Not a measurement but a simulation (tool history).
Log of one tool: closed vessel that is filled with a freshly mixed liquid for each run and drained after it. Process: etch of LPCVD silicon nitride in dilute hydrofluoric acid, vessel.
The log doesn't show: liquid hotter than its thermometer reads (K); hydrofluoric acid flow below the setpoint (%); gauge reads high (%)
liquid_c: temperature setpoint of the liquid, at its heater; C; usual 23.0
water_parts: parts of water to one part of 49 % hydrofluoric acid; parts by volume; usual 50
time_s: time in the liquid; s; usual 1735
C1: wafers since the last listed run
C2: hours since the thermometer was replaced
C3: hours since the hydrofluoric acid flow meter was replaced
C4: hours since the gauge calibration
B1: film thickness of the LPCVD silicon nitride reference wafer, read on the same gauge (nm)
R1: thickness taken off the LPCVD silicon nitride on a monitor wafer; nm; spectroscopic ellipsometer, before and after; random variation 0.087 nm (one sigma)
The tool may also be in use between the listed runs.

Run 1, hour 0.0: usual settings but liquid_c 26.5 C; C1 0; C2 457.4; C3 1268.0; C4 140.9; B1 129.99. Result: R1 20.93 nm.
Run 2, hour 16.6: usual settings but liquid_c 26.5 C; C1 650; C2 474.0; C3 1284.6; C4 157.5; B1 129.99. Result: R1 21.17 nm.
Run 3, hour 24.6: usual settings but liquid_c 26.5 C; C1 313; C2 482.0; C3 1292.6; C4 165.5; B1 129.99. Result: R1 21.34 nm.
Run 4, hour 32.7: usual settings but time_s 1130 s; C1 317; C2 490.1; C3 1300.7; C4 173.6; B1 130.01. Result: R1 10.99 nm.
Run 5, hour 40.9: usual settings; C1 321; C2 498.3; C3 1308.9; C4 181.8; B1 130.01. Result: R1 16.84 nm.
Run 6, hour 53.6: usual settings; C1 497; C2 511.0; C3 1321.6; C4 194.5; B1 130.01. Result: R1 16.97 nm.
Run 7, hour 65.7: usual settings; C1 473; C2 523.1; C3 1333.7; C4 206.6; B1 129.97. Result: R1 17.01 nm.
Run 8, hour 77.3: usual settings; C1 454; C2 534.7; C3 1345.3; C4 218.2; B1 130.01. Result: R1 17.18 nm.
Run 9, hour 89.2: usual settings but water_parts 40 parts by volume, time_s 1130 s; C1 466; C2 546.6; C3 1357.2; C4 230.1; B1 130.00. Result: R1 13.78 nm.
Run 10, hour 102.1: usual settings but water_parts 40 parts by volume, time_s 1130 s; C1 505; C2 559.5; C3 1370.1; C4 243.0; B1 130.00. Result: R1 13.81 nm.
Run 11, hour 110.4: usual settings; C1 325; C2 567.8; C3 1378.4; C4 251.3; B1 130.00. Result: R1 17.13 nm.
Run 12, hour 124.8: usual settings; C1 563; C2 582.2; C3 1392.8; C4 265.7; B1 129.99. Result: R1 17.09 nm.
Run 13, hour 142.7: usual settings; C1 701; C2 600.1; C3 1410.7; C4 283.6; B1 129.98. Result: R1 17.13 nm.
Run 14, hour 153.1: usual settings; C1 407; C2 610.5; C3 1421.1; C4 294.0; B1 129.98. Result: R1 17.14 nm.
At hour 153.7: gauge calibrated.
Run 15, hour 164.0: usual settings; C1 426; C2 621.4; C3 1432.0; C4 10.3; B1 130.00. Result: R1 17.36 nm.
Run 16, hour 190.3: usual settings; C1 1030; C2 647.7; C3 1458.3; C4 36.6; B1 130.02. Result: R1 17.43 nm.
Run 17, hour 200.1: usual settings but liquid_c 27.5 C, water_parts 70 parts by volume; C1 383; C2 657.5; C3 1468.1; C4 46.4; B1 130.01. Result: R1 16.69 nm.
Run 18, hour 212.8: usual settings but liquid_c 18.5 C, water_parts 30 parts by volume, time_s 1105 s; C1 497; C2 670.2; C3 1480.8; C4 59.1; B1 130.01. Result: R1 13.41 nm.
Run 19, hour 228.2: usual settings but liquid_c 27.0 C, water_parts 65 parts by volume, time_s 2510 s; C1 603; C2 685.6; C3 1496.2; C4 74.5; B1 129.99. Result: R1 25.48 nm.
Run 20, hour 244.4: usual settings but liquid_c 19.0 C, water_parts 25 parts by volume, time_s 2140 s; C1 634; C2 701.8; C3 1512.4; C4 90.7; B1 130.02. Result: R1 32.22 nm.
At hour 249.7: hydrofluoric acid flow meter replaced.
Run 21, hour 256.7: usual settings but liquid_c 26.0 C, water_parts 35 parts by volume, time_s 2295 s; C1 442; C2 714.1; C3 7.0; C4 103.0; B1 130.01. Result: R1 39.77 nm.
Run 22, hour 264.2: usual settings but liquid_c 25.5 C; C1 293; C2 721.6; C3 14.5; C4 110.5; B1 129.99. Result: R1 20.64 nm.
Run 23, hour 279.9: usual settings but water_parts 35 parts by volume, time_s 1190 s; C1 614; C2 737.3; C3 30.2; C4 126.2; B1 130.00. Result: R1 17.07 nm.
At hour 295.0: thermometer replaced.
Run 24, hour 306.2: usual settings but time_s 2765 s; C1 990; C2 11.2; C3 56.5; C4 152.5; B1 130.01. Result: R1 24.80 nm.
Run 25, hour 317.7: usual settings; C1 450; C2 22.7; C3 68.0; C4 164.0; B1 130.03. Result: R1 15.54 nm.
Run 26, hour 330.4: usual settings; C1 497; C2 35.4; C3 80.7; C4 176.7; B1 129.99. Result: R1 15.57 nm.
Run 27, hour 341.5: usual settings but liquid_c 21.0 C, time_s 2620 s; C1 434; C2 46.5; C3 91.8; C4 187.8; B1 129.99. Result: R1 20.42 nm.
Run 28, hour 348.7: usual settings; C1 281; C2 53.7; C3 99.0; C4 195.0; B1 130.01. Result: R1 15.48 nm.
Run 29, hour 356.4: usual settings; C1 301; C2 61.4; C3 106.7; C4 202.7; B1 129.99. Result: R1 15.60 nm.
Run 30, hour 369.4: usual settings but liquid_c 25.0 C, water_parts 65 parts by volume, time_s 990 s; C1 509; C2 74.4; C3 119.7; C4 215.7; B1 130.01. Result: R1 7.94 nm.
Run 31, hour 375.5: usual settings but liquid_c 24.5 C, water_parts 25 parts by volume, time_s 1205 s; C1 238; C2 80.5; C3 125.8; C4 221.8; B1 129.99. Result: R1 23.72 nm.
Run 32, hour 392.0: usual settings but liquid_c 21.0 C, time_s 2620 s; C1 646; C2 97.0; C3 142.3; C4 238.3; B1 129.99. Result: R1 20.82 nm.

Hidden state at the last listed run before each entry between runs and at the first one after, where it differs:
Between runs 14 and 15: gauge calibrated (hour 153.7)
  liquid hotter than its thermometer reads (K): 1.59 -> 1.62
  measured less the result without the state, R1: +1.74 -> +1.80 nm
Between runs 20 and 21: hydrofluoric acid flow meter replaced (hour 249.7)
  liquid hotter than its thermometer reads (K): 1.82 -> 1.85
  measured less the result without the state, R1: +3.87 -> +4.61 nm
Between runs 23 and 24: thermometer replaced (hour 295.0)
  liquid hotter than its thermometer reads (K): 1.91 -> 0.0367
  measured less the result without the state, R1: +2.08 -> +0.07 nm

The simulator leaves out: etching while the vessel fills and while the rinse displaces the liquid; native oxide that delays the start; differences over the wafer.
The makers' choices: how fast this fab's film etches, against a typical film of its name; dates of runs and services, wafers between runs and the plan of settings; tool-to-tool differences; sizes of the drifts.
